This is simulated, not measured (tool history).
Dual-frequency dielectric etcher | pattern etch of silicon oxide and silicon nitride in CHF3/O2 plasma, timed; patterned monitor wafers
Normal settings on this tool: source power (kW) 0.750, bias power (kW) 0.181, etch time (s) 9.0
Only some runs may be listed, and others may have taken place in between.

run     day  source power (kW)  bias power (kW)  etch time (s)  wafers since the last listed run  hours since the last wet clean  hours since the last source power generator calibration  hours since the last bias power generator calibration  hours since the last upper electrode change  hours since the gauge calibration  read-back reference wafer on the same gauge, depth_nm  mean etch depth across the wafer (nm)
  1   0.000              0.610            0.181            9.0                                 0                           444.0                                                   3051.9                                                 3238.7                                       4818.7                              152.4                                                  14.49                                  12.49
  2   1.300              0.610            0.181            9.0                               248                           475.2                                                   3083.1                                                 3269.9                                       4849.9                              183.6                                                  14.50                                  12.57
  3   2.312              0.750            0.153            9.0                               193                           499.5                                                   3107.4                                                 3294.2                                       4874.2                              207.9                                                  14.48                                  12.69
  4   3.025              0.750            0.153            9.0                               136                           516.6                                                   3124.5                                                 3311.3                                       4891.3                              225.0                                                  14.48                                  12.41
  5   3.875              0.750            0.153            9.0                               162                           537.0                                                   3144.9                                                 3331.7                                       4911.7                              245.4                                                  14.47                                  12.55
      5.188  -- wet clean of the chamber
  6   5.321              0.660            0.181            8.5                                85                             3.2                                                   3179.6                                                 3366.4                                       4946.4                              280.1                                                  14.51                                  12.94
  7   6.712              0.750            0.159            9.0                               266                            36.6                                                   3213.0                                                 3399.8                                       4979.8                              313.5                                                  14.51                                  13.52
      7.008  -- bias power generator calibrated
  8   7.383              0.890            0.181            7.5                                96                            52.7                                                   3229.1                                                    9.0                                       4995.9                              329.6                                                  14.53                                  12.76
      8.875  -- upper electrode replaced
  9   8.896              0.870            0.181           10.0                                97                            89.0                                                   3265.4                                                   45.3                                          0.5                              365.9                                                  14.50                                  16.60
 10  10.621              0.900            0.205           10.5                               329                           130.4                                                   3306.8                                                   86.7                                         41.9                              407.3                                                  14.52                                  18.69

What will run 11 give?
 11  11.562              0.750            0.181            9.0                               180                           153.0                                                   3329.4                                                  109.3                                         64.5                              429.9                                                      ?                                      ?

{"run 11": {"read-back reference wafer on the same gauge, depth_nm": 14.53, "mean etch depth across the wafer (nm)": 13.97}}
If the tool had no hidden condition, the same run with the same run-to-run variation would have returned mean etch depth across the wafer (nm) 14.14.

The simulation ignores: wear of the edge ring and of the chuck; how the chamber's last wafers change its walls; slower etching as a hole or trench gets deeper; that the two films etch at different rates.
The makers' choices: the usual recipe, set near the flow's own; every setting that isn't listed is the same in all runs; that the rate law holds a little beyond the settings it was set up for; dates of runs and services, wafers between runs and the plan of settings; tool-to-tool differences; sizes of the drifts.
